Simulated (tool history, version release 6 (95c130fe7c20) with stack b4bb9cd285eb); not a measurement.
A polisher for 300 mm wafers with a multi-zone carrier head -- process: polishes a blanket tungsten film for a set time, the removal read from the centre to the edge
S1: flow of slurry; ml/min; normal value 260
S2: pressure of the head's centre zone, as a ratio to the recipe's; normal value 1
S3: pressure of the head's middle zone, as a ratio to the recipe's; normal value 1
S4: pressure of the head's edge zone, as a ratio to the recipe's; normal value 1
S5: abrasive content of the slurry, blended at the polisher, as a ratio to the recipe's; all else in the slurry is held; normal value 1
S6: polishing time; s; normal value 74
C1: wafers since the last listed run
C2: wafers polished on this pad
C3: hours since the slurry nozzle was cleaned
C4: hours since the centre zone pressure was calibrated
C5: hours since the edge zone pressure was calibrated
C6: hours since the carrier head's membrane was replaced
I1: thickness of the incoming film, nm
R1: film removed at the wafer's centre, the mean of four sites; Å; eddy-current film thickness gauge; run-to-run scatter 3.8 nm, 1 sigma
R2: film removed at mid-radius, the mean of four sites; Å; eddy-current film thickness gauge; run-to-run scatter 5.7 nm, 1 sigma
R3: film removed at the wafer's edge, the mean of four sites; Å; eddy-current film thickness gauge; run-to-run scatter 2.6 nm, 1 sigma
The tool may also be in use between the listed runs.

run,hour,S1,S2,S3,S4,S5,S6,C1,C2,C3,C4,C5,C6,I1,R1,R2,R3
1,0,260,1,1,1,1,74,0,215,220.2,102.6,161.1,129,1041.2,4210,4396,4265
2,84.6,260,1,1,1,1,74,541,757,304.8,187.2,245.7,213.6,1075.1,4220,4397,4181
3,155.1,260,1,1,1,1,74,451,1208,375.3,257.7,316.2,284.1,1072.7,4149,4247,4158
4,239.1,260,1,1,1,1,74,537,1745,459.3,341.7,400.2,368.1,1051.6,4085,4435,4160
5,344.8,260,0.92,1.1,1,1,74,676,2422,565,447.4,505.9,473.8,1056.2,3775,4547,4108
# hour 371.5: slurry nozzle cleaned
# hour 405.4: centre zone pressure recalibrated
# hour 421.5: edge zone pressure recalibrated
# hour 424.8: carrier head's membrane replaced by a new one
6,425.3,260,1,1,1,1,74,461,2884,53.8,19.9,3.8,0.5,1057.2,3986,4342,4062
# hour 501.8: worn pad replaced by a new one
7,513.2,260,0.94,1,1,0.8,50,536,72,141.7,107.8,91.7,88.4,1076.6,2435,2740,2663
8,595.4,260,1.08,1,1,1,74,525,598,223.9,190,173.9,170.6,1062.4,4522,4456,4242
9,641.1,210,1,1,1.1,1,74,292,891,269.6,235.7,219.6,216.3,1054.6,4064,4379,4391
10,860.6,260,1.11,1.06,1.11,1,55,1404,2295,489.1,455.2,439.1,435.8,1057.1,3399,3298,3225
11,919.8,260,1,1,1,1,63,378,2674,548.3,514.4,498.3,495,1055.9,3472,3616,3497
# hour 995.7: carrier head's membrane replaced by a new one
12,1017.6,260,1,1,1,1,83,593,3268,646.1,612.2,596.1,21.9,1056.7,4460,4775,4547

What does the tool deliver on the next run?
# hour 1022.3: centre zone pressure recalibrated
# hour 1025.5: slurry nozzle cleaned
13,1087.1,260,1.04,1,1,1,74,425,3694,61.6,64.8,665.6,91.4,1057.7,?,?,?

Run 13 measured R1 4132 Å, R2 4090 Å, R3 4058 Å.
With the hidden condition absent and the run-to-run variation left alone, this run would have shown R1 4378 Å, R2 4334 Å, R3 4299 Å.
